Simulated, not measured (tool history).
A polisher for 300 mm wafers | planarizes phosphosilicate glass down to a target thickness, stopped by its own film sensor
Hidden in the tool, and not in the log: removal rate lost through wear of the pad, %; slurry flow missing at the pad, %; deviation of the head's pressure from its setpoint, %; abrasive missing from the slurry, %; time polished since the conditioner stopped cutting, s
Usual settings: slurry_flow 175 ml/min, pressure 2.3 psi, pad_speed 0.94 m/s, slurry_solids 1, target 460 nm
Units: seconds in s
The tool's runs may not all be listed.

run	hour	slurry_flow	pressure	pad_speed	slurry_solids	target	wafers since the last listed run	wafers polished on this pad	hours since the slurry nozzle was cleaned	hours since the head pressure was calibrated	hours since the slurry blender was calibrated	hours since the conditioning disc was replaced	incoming thickness of the incoming film, nm	seconds
1	0	175	2.3	0.94	1	460	0	2369	222.2	973.8	284.6	152.1	1020.9	126.1
# hour 25.5: head pressure recalibrated
2	65.1	175	2.3	0.94	1	460	698	3068	287.3	39.6	349.7	217.2	992.9	117.7
3	165.8	175	2.3	0.78	1	460	1115	4183	388	140.3	450.4	317.9	1002	146.2
# hour 229.9: slurry blender recalibrated
4	230.4	175	2.3	0.78	1	460	693	4876	452.6	204.9	0.5	382.5	1005	151.7
# hour 252.3: worn pad replaced by a new one
5	308.6	175	2.3	0.94	1	460	821	623	530.8	283.1	78.7	460.7	996.7	138.2
# hour 351.3: conditioning disc replaced and pad reconditioned
# hour 386: slurry nozzle cleaned
6	391.8	175	2.3	0.94	1	460	888	1511	5.8	366.3	161.9	40.5	994.7	114.7
7	479.8	175	2.3	0.94	1	534	974	2486	93.8	454.3	249.9	128.5	1006.6	102.8
8	546.1	175	2.3	0.94	1	534	734	3220	160.1	520.6	316.2	194.8	988.9	97.9
9	601.8	175	2.3	0.94	1	534	616	3837	215.8	576.3	371.9	250.5	987.4	100.2
# hour 687.5: slurry blender recalibrated
10	704.9	175	2.3	0.94	1	460	1119	4956	318.9	679.4	17.4	353.6	982.1	124.3
# hour 732.2: worn pad replaced by a new one
# hour 745.4: conditioning disc replaced and pad reconditioned
11	775.8	175	2.3	0.94	1	534	718	460	389.8	750.3	88.3	30.4	1015.1	103.9
12	842.9	220	2.1	0.94	1	460	743	1203	456.9	817.4	155.4	97.5	1011.6	124.3
13	941.9	175	2.3	0.94	1	460	1096	2300	555.9	916.4	254.4	196.5	1000.7	120.7
14	1009.3	130	2.3	0.94	1	552	746	3046	623.3	983.8	321.8	263.9	982.4	103
# hour 1020.1: slurry nozzle cleaned
15	1076.1	175	2.3	0.94	1.15	332	728	3775	56	1050.6	388.6	330.7	1000	144.9
# hour 1106.7: head pressure recalibrated
16	1163.8	175	2.3	0.94	0.8	460	949	4724	143.7	57.1	476.3	418.4	1010.6	152.3
# hour 1186: conditioning disc replaced and pad reconditioned
# hour 1190.4: worn pad replaced by a new one
# hour 1191: slurry blender recalibrated
17	1222.7	215	2.3	0.94	1	305	578	350	202.6	116	31.7	36.7	994.7	141.9
18	1292.5	205	2.3	0.62	1	460	772	1123	272.4	185.8	101.5	106.5	1001.3	157.1
19	1354.5	140	2.3	1.08	0.75	604	686	1810	334.4	247.8	163.5	168.5	1007.2	96.4
20	1455.4	175	1.9	0.8	1	460	1117	2927	435.3	348.7	264.4	269.4	1014.8	161.7
21	1551	220	2.3	0.94	1.2	460	1058	3986	530.9	444.3	360	365	1002.6	112.1
# hour 1601.1: worn pad replaced by a new one
# hour 1619.3: slurry blender recalibrated
22	1637.7	175	2.3	0.94	1	460	893	383	617.6	531	18.4	451.7	987.9	131.6
# hour 1659.6: conditioning disc replaced and pad reconditioned
23	1694.3	175	1.9	0.94	1	460	604	987	674.2	587.6	75	34.7	1001.5	134.2
# hour 1727.3: slurry nozzle cleaned
24	1748.9	175	3	0.78	1	460	593	1581	21.6	642.2	129.6	89.3	991.5	102.7
25	1803.2	175	2.3	0.94	1	460	601	2182	75.9	696.5	183.9	143.6	1001.9	116.7
26	1906.2	175	1.9	0.94	0.85	389	1140	3323	178.9	799.5	286.9	246.6	1004.3	173.4

3 ways to go on from here, each from the tool as it stands after run 26. What would each give?
A	1906.7	175	2.3	0.94	1.15	460	5	3329	179.4	800	287.4	247.1	991.8	?
B	1906.7	175	1.6	0.84	1	460	5	3329	179.4	800	287.4	247.1	991.8	?
C	1906.7	130	2	0.94	1.2	339	5	3329	179.4	800	287.4	247.1	991.8	?

run	seconds
A	112
B	172.1
C	156
Without the tool's hidden state the same runs would have given:
run	seconds
A	104.4
B	163.6
C	146.3

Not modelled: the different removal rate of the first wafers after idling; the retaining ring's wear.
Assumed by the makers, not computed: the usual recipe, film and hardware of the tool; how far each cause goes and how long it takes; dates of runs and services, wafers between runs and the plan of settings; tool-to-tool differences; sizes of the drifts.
